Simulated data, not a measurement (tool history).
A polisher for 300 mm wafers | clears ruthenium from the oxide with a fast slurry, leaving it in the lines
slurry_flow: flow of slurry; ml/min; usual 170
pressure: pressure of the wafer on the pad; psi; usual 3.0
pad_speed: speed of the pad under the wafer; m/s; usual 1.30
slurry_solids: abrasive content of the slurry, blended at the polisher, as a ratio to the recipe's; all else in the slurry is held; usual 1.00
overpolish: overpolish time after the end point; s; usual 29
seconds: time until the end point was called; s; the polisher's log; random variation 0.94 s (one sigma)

run   hour  slurry_flow  pressure  pad_speed  slurry_solids  overpolish  wafers since the last listed run  wafers polished on this pad  hours since the slurry nozzle was cleaned  hours since the head pressure was calibrated  hours since the slurry blender was calibrated  incoming thickness of the incoming film, nm  seconds
  1    0.0          170       3.3       1.30           1.00          29                                 0                          292                                       90.0                                         312.1                                          161.8                                        222.0     55.9
  2   27.4          170       3.3       1.30           1.00          29                               309                          602                                      117.4                                         339.5                                          189.2                                        219.0     57.5
  3   40.2          170       3.0       1.30           1.00          33                               144                          747                                      130.2                                         352.3                                          202.0                                        221.5     59.4
  4   56.3          170       3.0       1.30           1.00          33                               181                          929                                      146.3                                         368.4                                          218.1                                        219.5     60.5
      71.4  -- slurry blender recalibrated
  5   92.2          170       3.0       1.30           1.00          33                               383                         1312                                      182.2                                         404.3                                           20.8                                        216.7     62.4
  6  108.2          170       3.0       1.30           1.00          38                               180                         1493                                      198.2                                         420.3                                           36.8                                        217.9     62.1
  7  124.0          170       3.0       1.30           1.00          38                               178                         1671                                      214.0                                         436.1                                           52.6                                        219.3     63.0
     133.1  -- slurry nozzle cleaned
  8  147.4          170       3.0       1.30           1.00          29                               253                         1924                                       14.3                                         459.5                                           76.0                                        217.6     65.0
     172.1  -- worn pad replaced by a new one
  9  172.6          170       3.0       1.30           1.00          29                               239                            5                                       39.5                                         484.7                                          101.2                                        221.7     59.4
 10  188.2          170       3.0       0.88           1.00          23                               176                          181                                       55.1                                         500.3                                          116.8                                        218.1     82.3
 11  251.6          220       3.0       1.30           1.10          29                               716                          897                                      118.5                                         563.7                                          180.2                                        220.6     56.5
 12  267.8          170       3.0       1.30           1.00          29                               183                         1081                                      134.7                                         579.9                                          196.4                                        217.3     58.3
     273.5  -- slurry blender recalibrated
 13  295.3          170       2.4       1.30           1.00          36                               288                         1369                                      162.2                                         607.4                                           21.8                                        224.5     72.9
 14  322.7          170       2.2       1.30           1.00          29                               309                         1678                                      189.6                                         634.8                                           49.2                                        218.0     76.7
 15  349.9          170       3.0       1.30           0.70          29                               307                         1986                                      216.8                                         662.0                                           76.4                                        223.9     73.6
 16  362.6          170       3.0       1.68           1.00          17                               143                         2129                                      229.5                                         674.7                                           89.1                                        223.6     51.4
     389.0  -- worn pad replaced by a new one
     394.5  -- slurry nozzle cleaned
     428.5  -- head pressure recalibrated
 17  429.0          170       3.0       1.56           1.00          29                               671                          417                                       34.5                                           0.5                                          155.5                                        219.3     45.7
 18  452.4          225       3.0       1.30           1.00          29                               264                          682                                       57.9                                          23.9                                          178.9                                        216.1     51.1
     473.3  -- slurry blender recalibrated
 19  473.8          170       2.7       1.60           0.80          41                               219                          901                                       79.3                                          45.3                                            0.5                                        219.7     52.3
 20  499.7          170       3.0       1.30           0.90          29                               292                         1194                                      105.2                                          71.2                                           26.4                                        219.3     59.5
 21  520.8          170       3.0       1.30           1.00          29                               238                         1432                                      126.3                                          92.3                                           47.5                                        222.5     57.1
 22  547.4          170       3.0       1.30           1.00          29                               300                         1733                                      152.9                                         118.9                                           74.1                                        217.7     58.4
     615.6  -- worn pad replaced by a new one
 23  626.6          170       3.0       1.30           1.00          29                               849                          124                                      232.1                                         198.1                                          153.3                                        221.3     56.3
 24  640.4          170       3.8       1.16           1.00          42                               155                          280                                      245.9                                         211.9                                          167.1                                        221.0     53.6
     667.0  -- slurry nozzle cleaned
 25  672.0          170       3.0       1.30           1.15          24                               345                          626                                        5.0                                         243.5                                          198.7                                        221.9     54.1
 26  703.0          170       3.0       1.30           1.15          29                               350                          976                                       36.0                                         274.5                                          229.7                                        222.7     56.0
     710.8  -- slurry blender recalibrated
 27  730.4          170       3.0       1.30           1.00          29                               287                         1263                                       63.4                                         301.9                                           19.6                                        219.0     59.1

Measured less the same run without the tool's hidden state. The same run-to-run variation is in both; the gauge's scatter may not be:
The hidden state here: removal rate lost through wear of the pad, %; slurry flow missing at the pad, %; deviation of the head's pressure from its setpoint, %; abrasive missing from the slurry, %.
run  seconds
  1     +4.9
  2     +5.4
  3     +6.0
  4     +6.6
  5     +8.1
  6     +8.8
  7     +9.7
  8    +11.4
  9     +5.1
 10     +7.2
 11     +6.0
 12     +6.6
 13     +9.5
 14    +11.6
 15    +12.9
 16     +9.7
 17     +0.2
 18     +0.9
 19     +1.7
 20     +3.1
 21     +4.0
 22     +5.7
 23     +2.0
 24     +2.1
 25     +2.7
 26     +3.6
 27     +4.9
